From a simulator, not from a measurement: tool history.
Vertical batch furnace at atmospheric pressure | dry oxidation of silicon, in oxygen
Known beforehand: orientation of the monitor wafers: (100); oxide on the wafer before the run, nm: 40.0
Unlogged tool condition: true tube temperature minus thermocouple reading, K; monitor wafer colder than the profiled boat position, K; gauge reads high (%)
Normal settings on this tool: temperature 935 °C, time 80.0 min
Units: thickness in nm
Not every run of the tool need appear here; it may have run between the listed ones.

run,hour,temperature,time,wafers since the last listed run,hours since the last temperature calibration,hours since the boat lift was adjusted,hours since the gauge calibration,"read-back reference wafer on the same gauge, thickness",thickness
1,0.0,935,80.0,0,2856.1,1411.3,1390.2,64.37,57.31
2,202.8,935,80.0,3737,3058.9,1614.1,1593.0,64.39,57.15
3,226.9,935,80.0,444,3083.0,1638.2,1617.1,64.38,57.00
4,267.9,935,80.0,755,3124.0,1679.2,1658.1,64.40,56.94
5,332.3,935,80.0,1186,3188.4,1743.6,1722.5,64.43,56.96
6,378.1,935,103.0,843,3234.2,1789.4,1768.3,64.42,62.26
7,409.8,935,80.0,584,3265.9,1821.1,1800.0,64.42,56.97
8,445.8,935,80.0,663,3301.9,1857.1,1836.0,64.38,57.17
9,494.8,935,80.0,902,3350.9,1906.1,1885.0,64.42,56.93
# hour 503.1: gauge calibrated
10,563.9,935,109.0,1273,3420.0,1975.2,60.8,64.42,63.13
11,632.7,935,80.0,1267,3488.8,2044.0,129.6,64.39,57.09
12,674.3,935,80.0,766,3530.4,2085.6,171.2,64.48,56.87
# hour 708.7: thermocouples replaced and temperature profile calibrated
13,714.5,951,80.0,298,5.8,2125.8,211.4,64.38,60.45
# hour 805.9: boat lift adjusted
14,889.8,951,80.0,2788,181.1,83.9,386.7,64.46,61.74
15,931.8,951,80.0,773,223.1,125.9,428.7,64.42,62.03
16,998.1,935,80.0,1221,289.4,192.2,495.0,64.44,57.86
17,1024.3,935,80.0,482,315.6,218.4,521.2,64.42,57.66
18,1073.1,949,45.0,899,364.4,267.2,570.0,64.40,51.69
19,1132.6,926,101.0,1096,423.9,326.7,629.5,64.36,59.54
20,1181.3,935,80.0,897,472.6,375.4,678.2,64.41,57.96
21,1221.4,935,80.0,738,512.7,415.5,718.3,64.38,57.81
22,1252.6,915,105.0,574,543.9,446.7,749.5,64.41,57.02
23,1294.6,957,47.5,773,585.9,488.7,791.5,64.37,53.47
24,1337.3,950,67.5,786,628.6,531.4,834.2,64.42,58.47
25,1403.8,935,80.0,1225,695.1,597.9,900.7,64.39,57.77
26,1442.3,935,80.0,709,733.6,636.4,939.2,64.36,58.13
27,1476.3,958,59.5,626,767.6,670.4,973.2,64.41,57.73
28,1530.1,959,80.0,991,821.4,724.2,1027.0,64.35,64.01
29,1591.3,960,59.5,1127,882.6,785.4,1088.2,64.36,57.92
30,1638.0,923,80.0,860,929.3,832.1,1134.9,64.39,54.68
31,1700.8,916,57.5,1157,992.1,894.9,1197.7,64.43,48.99
32,1773.3,921,54.0,1336,1064.6,967.4,1270.2,64.37,49.33
33,1828.4,935,69.5,1015,1119.7,1022.5,1325.3,64.47,55.48
34,1861.5,949,80.0,609,1152.8,1055.6,1358.4,64.44,61.01
35,1919.8,950,111.5,1074,1211.1,1113.9,1416.7,64.46,70.01
36,1985.7,952,57.5,1214,1277.0,1179.8,1482.6,64.43,55.36
37,2021.9,935,47.0,667,1313.2,1216.0,1518.8,64.34,49.70
38,2076.1,924,90.0,998,1367.4,1270.2,1573.0,64.38,56.71
39,2144.2,957,100.0,1254,1435.5,1338.3,1641.1,64.40,68.54

Forecast each of these 4 alternatives for the next run:
A,2148.6,935,80.0,81,1439.9,1342.7,1645.5,?,?
B,2148.6,958,80.0,81,1439.9,1342.7,1645.5,?,?
C,2148.6,935,95.5,81,1439.9,1342.7,1645.5,?,?
D,2148.6,924,53.0,81,1439.9,1342.7,1645.5,?,?

run,"read-back reference wafer on the same gauge, thickness",thickness
A,64.30,57.10
B,64.30,63.08
C,64.30,60.50
D,64.30,49.16
What these runs would have given with no unlogged condition in the tool:
run,thickness
A,57.50
B,63.49
C,60.97
D,49.41
